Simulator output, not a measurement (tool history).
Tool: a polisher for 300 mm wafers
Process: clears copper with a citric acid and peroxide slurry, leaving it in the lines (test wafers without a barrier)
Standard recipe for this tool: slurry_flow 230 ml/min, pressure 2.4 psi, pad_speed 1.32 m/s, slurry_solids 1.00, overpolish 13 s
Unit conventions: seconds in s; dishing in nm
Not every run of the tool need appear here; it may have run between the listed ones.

run	day	slurry_flow	pressure	pad_speed	slurry_solids	overpolish	incoming thickness of the incoming film, nm	seconds	dishing
1	0.000	230	2.4	1.32	1.15	13	274.5	101.9	26.1
2	1.692	230	2.4	1.32	1.15	13	273.6	104.5	26.1
# day 2.600: worn pad replaced by a new one
# day 3.908: slurry blender recalibrated
3	4.488	230	2.4	1.54	1.00	13	276.3	98.3	26.4
4	5.742	230	2.4	1.32	1.00	13	274.1	107.2	24.7
5	8.379	290	2.4	1.32	1.00	13	271.9	105.5	25.3
6	10.346	290	2.4	1.32	1.00	13	277.9	104.8	25.7
# day 11.229: slurry blender recalibrated
# day 11.429: head pressure recalibrated
7	12.325	275	2.4	1.56	1.00	13	272.9	96.5	27.2
# day 12.604: worn pad replaced by a new one
8	13.792	230	2.4	1.32	1.00	13	274.3	110.9	24.1
9	15.621	230	2.4	1.32	1.20	13	273.4	105.9	24.6
# day 16.796: slurry nozzle cleaned
10	18.212	230	2.4	1.32	1.00	13	273.7	99.9	25.9
# day 18.912: slurry blender recalibrated
11	20.971	260	2.4	1.70	1.00	13	276.2	87.5	30.3
12	22.688	275	2.4	1.56	1.00	13	277.6	91.3	28.4
# day 23.092: worn pad replaced by a new one
13	24.667	160	1.6	1.60	1.20	13	271.1	141.3	19.0
14	26.525	230	2.4	1.32	1.00	13	272.0	105.2	24.6
# day 27.192: slurry blender recalibrated
15	28.975	275	2.4	1.56	1.00	13	271.6	93.1	28.1
# day 29.712: head pressure recalibrated
16	30.975	230	2.4	1.32	1.00	9	280.4	110.4	17.7
17	32.567	230	1.7	1.02	0.85	17	276.2	184.7	18.9
# day 34.204: worn pad replaced by a new one
# day 34.533: slurry blender recalibrated
18	35.058	195	2.4	0.88	1.00	13	274.7	140.3	19.0
19	36.404	265	2.4	1.32	1.00	13	272.0	105.1	25.5

For each run, what was the tool's unlogged condition?
removal rate lost through wear of the pad, %: 0 at every run
deviation of the head's pressure from its setpoint, %: 0 at every run
abrasive missing from the slurry, %: 0 at every run
H1: slurry flow missing at the pad, %
run	H1
1	24.8
2	28.6
3	33.4
4	35.1
5	37.9
6	39.5
7	40.8
8	41.6
9	42.4
10	7.02
11	16.8
12	21.5
13	25.9
14	29.2
15	32.5
16	34.6
17	36
18	37.7
19	38.4

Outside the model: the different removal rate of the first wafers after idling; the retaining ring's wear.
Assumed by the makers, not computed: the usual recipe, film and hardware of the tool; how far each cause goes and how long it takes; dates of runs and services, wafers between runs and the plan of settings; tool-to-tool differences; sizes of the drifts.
